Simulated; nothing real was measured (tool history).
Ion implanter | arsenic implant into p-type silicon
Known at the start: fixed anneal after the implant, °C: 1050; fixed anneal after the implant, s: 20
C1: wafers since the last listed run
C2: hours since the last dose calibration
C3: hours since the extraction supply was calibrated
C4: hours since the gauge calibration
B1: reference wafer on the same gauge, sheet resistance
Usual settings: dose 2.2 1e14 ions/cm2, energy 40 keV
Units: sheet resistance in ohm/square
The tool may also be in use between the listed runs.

Run 1, hour 0: usual settings; C1 0; C2 940.5; C3 5638.1; C4 91.7; B1 283.71. Result: sheet resistance 308.69 ohm/square.
Run 2, hour 6.4: usual settings; C1 188; C2 946.9; C3 5644.5; C4 98.1; B1 283.88. Result: sheet resistance 310.27 ohm/square.
Run 3, hour 14.4: usual settings; C1 235; C2 954.9; C3 5652.5; C4 106.1; B1 283.99. Result: sheet resistance 310.29 ohm/square.
Run 4, hour 24.2: usual settings but dose 2.57 1e14 ions/cm2; C1 288; C2 964.7; C3 5662.3; C4 115.9; B1 283.96. Result: sheet resistance 276.94 ohm/square.
Run 5, hour 34: usual settings but dose 2.57 1e14 ions/cm2; C1 288; C2 974.5; C3 5672.1; C4 125.7; B1 283.88. Result: sheet resistance 276.4 ohm/square.
Run 6, hour 46.3: usual settings; C1 361; C2 986.8; C3 5684.4; C4 138; B1 283.95. Result: sheet resistance 309.87 ohm/square.
Run 7, hour 56: usual settings but energy 32.5 keV; C1 285; C2 996.5; C3 5694.1; C4 147.7; B1 284.16. Result: sheet resistance 318.85 ohm/square.
Run 8, hour 72: usual settings; C1 470; C2 1012.5; C3 5710.1; C4 163.7; B1 284.08. Result: sheet resistance 310.8 ohm/square.
Run 9, hour 86.3: usual settings; C1 420; C2 1026.8; C3 5724.4; C4 178; B1 283.74. Result: sheet resistance 309.32 ohm/square.
Run 10, hour 128.5: usual settings; C1 1241; C2 1069; C3 5766.6; C4 220.2; B1 284.06. Result: sheet resistance 310.35 ohm/square.
Run 11, hour 138: usual settings; C1 279; C2 1078.5; C3 5776.1; C4 229.7; B1 284.08. Result: sheet resistance 309.38 ohm/square.
At hour 158.4: extraction supply calibrated.
Run 12, hour 158.9: usual settings; C1 379; C2 1099.4; C3 0.5; C4 250.6; B1 283.93. Result: sheet resistance 309.81 ohm/square.
Run 13, hour 172.4: usual settings; C1 397; C2 1112.9; C3 14; C4 264.1; B1 284.08. Result: sheet resistance 309.73 ohm/square.
Run 14, hour 186.3: usual settings but energy 45 keV; C1 408; C2 1126.8; C3 27.9; C4 278; B1 284.09. Result: sheet resistance 304.41 ohm/square.
Run 15, hour 200.3: usual settings but energy 45 keV; C1 411; C2 1140.8; C3 41.9; C4 292; B1 283.92. Result: sheet resistance 303.86 ohm/square.
Run 16, hour 209.7: usual settings but energy 45 keV; C1 276; C2 1150.2; C3 51.3; C4 301.4; B1 284.07. Result: sheet resistance 304.07 ohm/square.
Run 17, hour 215.8: usual settings; C1 179; C2 1156.3; C3 57.4; C4 307.5; B1 283.98. Result: sheet resistance 310.46 ohm/square.

Run 18 comes next. What will it give?
Run 18, hour 226.7: usual settings but dose 2.38 1e14 ions/cm2, energy 26.5 keV; C1 320; C2 1167.2; C3 68.3; C4 318.4; B1 ?. Result: sheet resistance ?.

{"run 18": {"B1": 283.96, "sheet resistance": 309.37}}
Without the tool's hidden state the same run would have given sheet resistance 319.72 ohm/square.
